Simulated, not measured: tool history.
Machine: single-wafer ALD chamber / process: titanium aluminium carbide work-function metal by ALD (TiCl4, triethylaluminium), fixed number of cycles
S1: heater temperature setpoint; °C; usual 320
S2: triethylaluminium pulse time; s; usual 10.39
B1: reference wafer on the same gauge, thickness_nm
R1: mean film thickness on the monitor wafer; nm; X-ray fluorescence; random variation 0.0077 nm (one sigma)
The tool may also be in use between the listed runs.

{"run": 1, "hour": 0.0, "S1": 320, "S2": 13.35, "B1": 1.949, "R1": 2.284}
{"run": 2, "hour": 18.7, "S1": 331, "S2": 10.39, "B1": 1.949, "R1": 2.326}
{"run": 3, "hour": 49.8, "S1": 331, "S2": 10.39, "B1": 1.949, "R1": 2.345}
{"run": 4, "hour": 79.6, "S1": 331, "S2": 10.39, "B1": 1.952, "R1": 2.341}
{"run": 5, "hour": 112.6, "S1": 320, "S2": 10.39, "B1": 1.95, "R1": 2.202}
{"run": 6, "hour": 199.1, "S1": 320, "S2": 10.39, "B1": 1.95, "R1": 2.208}
{"run": 7, "hour": 220.1, "S1": 320, "S2": 10.39, "B1": 1.951, "R1": 2.19}
{"run": 8, "hour": 236.6, "S1": 320, "S2": 10.39, "B1": 1.95, "R1": 2.209}
{"run": 9, "hour": 264.2, "S1": 320, "S2": 10.39, "B1": 1.95, "R1": 2.203}
{"run": 10, "hour": 292.7, "S1": 320, "S2": 10.39, "B1": 1.949, "R1": 2.193}
{"hour": 321.8, "done": "triethylaluminium bottle replaced"}
{"hour": 326.5, "done": "showerhead replaced"}
{"run": 11, "hour": 327.0, "S1": 320, "S2": 10.39, "B1": 1.949, "R1": 2.294}
{"run": 12, "hour": 354.4, "S1": 320, "S2": 10.39, "B1": 1.949, "R1": 2.269}
{"run": 13, "hour": 372.4, "S1": 310, "S2": 10.39, "B1": 1.951, "R1": 2.183}
{"run": 14, "hour": 389.3, "S1": 328, "S2": 10.39, "B1": 1.951, "R1": 2.368}
{"run": 15, "hour": 419.5, "S1": 328, "S2": 10.39, "B1": 1.95, "R1": 2.36}
{"run": 16, "hour": 432.4, "S1": 320, "S2": 10.39, "B1": 1.949, "R1": 2.272}
{"run": 17, "hour": 462.2, "S1": 320, "S2": 10.39, "B1": 1.952, "R1": 2.265}
{"run": 18, "hour": 478.8, "S1": 310, "S2": 14.06, "B1": 1.949, "R1": 2.214}
{"run": 19, "hour": 514.8, "S1": 308, "S2": 14.48, "B1": 1.949, "R1": 2.183}
{"run": 20, "hour": 547.3, "S1": 320, "S2": 10.39, "B1": 1.95, "R1": 2.252}
{"run": 21, "hour": 562.5, "S1": 327, "S2": 9.14, "B1": 1.949, "R1": 2.293}
{"run": 22, "hour": 591.6, "S1": 330, "S2": 12.28, "B1": 1.949, "R1": 2.381}
{"run": 23, "hour": 613.1, "S1": 329, "S2": 13.4, "B1": 1.948, "R1": 2.389}
{"hour": 642.5, "done": "gauge calibrated"}
{"hour": 646.3, "done": "thermocouple changed; heater temperature recalibrated"}
{"run": 24, "hour": 646.8, "S1": 314, "S2": 8.11, "B1": 1.95, "R1": 2.118}
{"run": 25, "hour": 669.9, "S1": 309, "S2": 12.31, "B1": 1.95, "R1": 2.161}
{"run": 26, "hour": 684.3, "S1": 329, "S2": 6.37, "B1": 1.95, "R1": 2.185}
{"run": 27, "hour": 714.1, "S1": 315, "S2": 14.03, "B1": 1.951, "R1": 2.241}
{"run": 28, "hour": 747.2, "S1": 309, "S2": 10.39, "B1": 1.949, "R1": 2.131}
{"run": 29, "hour": 771.9, "S1": 329, "S2": 6.64, "B1": 1.95, "R1": 2.188}
{"run": 30, "hour": 784.1, "S1": 320, "S2": 10.39, "B1": 1.951, "R1": 2.236}
{"run": 31, "hour": 803.1, "S1": 325, "S2": 13.89, "B1": 1.949, "R1": 2.337}
{"run": 32, "hour": 832.9, "S1": 308, "S2": 14.48, "B1": 1.951, "R1": 2.166}
{"run": 33, "hour": 855.7, "S1": 314, "S2": 7.55, "B1": 1.948, "R1": 2.079}

Branching from run 33: 4 alternative next runs. What would each branch give?
{"run": "A", "hour": 856.1, "S1": 333, "S2": 10.39, "B1": "?", "R1": "?"}
{"run": "B", "hour": 856.1, "S1": 329, "S2": 6.27, "B1": "?", "R1": "?"}
{"run": "C", "hour": 856.1, "S1": 334, "S2": 8.77, "B1": "?", "R1": "?"}
{"run": "D", "hour": 856.1, "S1": 312, "S2": 13.05, "B1": "?", "R1": "?"}

run=A B1=1.949 R1=2.363
run=B B1=1.949 R1=2.165
run=C B1=1.949 R1=2.325
run=D B1=1.949 R1=2.196
What these runs would have given with no unlogged condition in the tool:
run=A R1=2.431
run=B R1=2.28
run=C R1=2.41
run=D R1=2.237

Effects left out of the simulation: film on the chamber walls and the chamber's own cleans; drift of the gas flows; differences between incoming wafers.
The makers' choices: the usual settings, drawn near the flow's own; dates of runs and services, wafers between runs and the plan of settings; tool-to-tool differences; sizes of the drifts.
